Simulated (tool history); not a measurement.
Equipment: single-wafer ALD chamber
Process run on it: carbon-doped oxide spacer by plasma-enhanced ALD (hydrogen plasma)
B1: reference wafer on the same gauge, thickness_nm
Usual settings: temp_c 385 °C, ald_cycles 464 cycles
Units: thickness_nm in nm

run 1 day=0 | temp_c=385 ald_cycles=464 | B1=22.439 | thickness_nm=22.352
run 2 day=2.525 | temp_c=385 ald_cycles=464 | B1=22.452 | thickness_nm=22.337
run 3 day=4 | temp_c=385 ald_cycles=464 | B1=22.478 | thickness_nm=22.278
run 4 day=5.433 | temp_c=385 ald_cycles=464 | B1=22.489 | thickness_nm=22.281
run 5 day=6.875 | temp_c=385 ald_cycles=464 | B1=22.491 | thickness_nm=22.367
run 6 day=8.308 | temp_c=385 ald_cycles=464 | B1=22.5 | thickness_nm=22.451
run 7 day=9.625 | temp_c=385 ald_cycles=464 | B1=22.524 | thickness_nm=22.275
run 8 day=10.917 | temp_c=385 ald_cycles=464 | B1=22.567 | thickness_nm=22.506
run 9 day=11.688 | temp_c=385 ald_cycles=464 | B1=22.54 | thickness_nm=22.349
run 10 day=13.129 | temp_c=385 ald_cycles=429 | B1=22.577 | thickness_nm=20.664
run 11 day=14.621 | temp_c=385 ald_cycles=429 | B1=22.608 | thickness_nm=20.705
run 12 day=16.1 | temp_c=394 ald_cycles=403 | B1=22.633 | thickness_nm=19.487
run 13 day=17.783 | temp_c=385 ald_cycles=464 | B1=22.651 | thickness_nm=22.493
run 14 day=19.129 | temp_c=385 ald_cycles=443 | B1=22.644 | thickness_nm=21.454
run 15 day=20.342 | temp_c=385 ald_cycles=443 | B1=22.706 | thickness_nm=21.471
run 16 day=21.388 | temp_c=385 ald_cycles=443 | B1=22.702 | thickness_nm=21.513
run 17 day=22.046 | temp_c=385 ald_cycles=410 | B1=22.701 | thickness_nm=19.965
run 18 day=22.796 | temp_c=385 ald_cycles=410 | B1=22.713 | thickness_nm=19.937
run 19 day=23.983 | temp_c=385 ald_cycles=410 | B1=22.744 | thickness_nm=20.005
run 20 day=25.325 | temp_c=385 ald_cycles=464 | B1=22.762 | thickness_nm=22.612
-- day=25.667 gauge calibrated
run 21 day=25.888 | temp_c=385 ald_cycles=464 | B1=22.372 | thickness_nm=22.261
run 22 day=26.783 | temp_c=385 ald_cycles=530 | B1=22.364 | thickness_nm=25.369
run 23 day=29.55 | temp_c=385 ald_cycles=406 | B1=22.388 | thickness_nm=19.355
run 24 day=30.358 | temp_c=385 ald_cycles=488 | B1=22.404 | thickness_nm=23.379
run 25 day=31.746 | temp_c=385 ald_cycles=464 | B1=22.371 | thickness_nm=22.278
-- day=32.55 thermocouple changed; heater temperature recalibrated
run 26 day=32.571 | temp_c=380 ald_cycles=495 | B1=22.4 | thickness_nm=23.624
run 27 day=33.333 | temp_c=399 ald_cycles=519 | B1=22.403 | thickness_nm=24.766
run 28 day=34.046 | temp_c=385 ald_cycles=410 | B1=22.407 | thickness_nm=19.615
run 29 day=34.662 | temp_c=372 ald_cycles=555 | B1=22.425 | thickness_nm=26.608
run 30 day=35.396 | temp_c=385 ald_cycles=464 | B1=22.409 | thickness_nm=22.334
run 31 day=36.512 | temp_c=393 ald_cycles=535 | B1=22.4 | thickness_nm=25.653

For run 32, what comes out?
run 32 day=37.367 | temp_c=376 ald_cycles=413 | B1=? | thickness_nm=?

B1: 22.425
thickness_nm: 19.729 nm
Were there no unlogged condition in the tool, this run, its random variation unchanged, would have produced thickness_nm 19.714 nm.
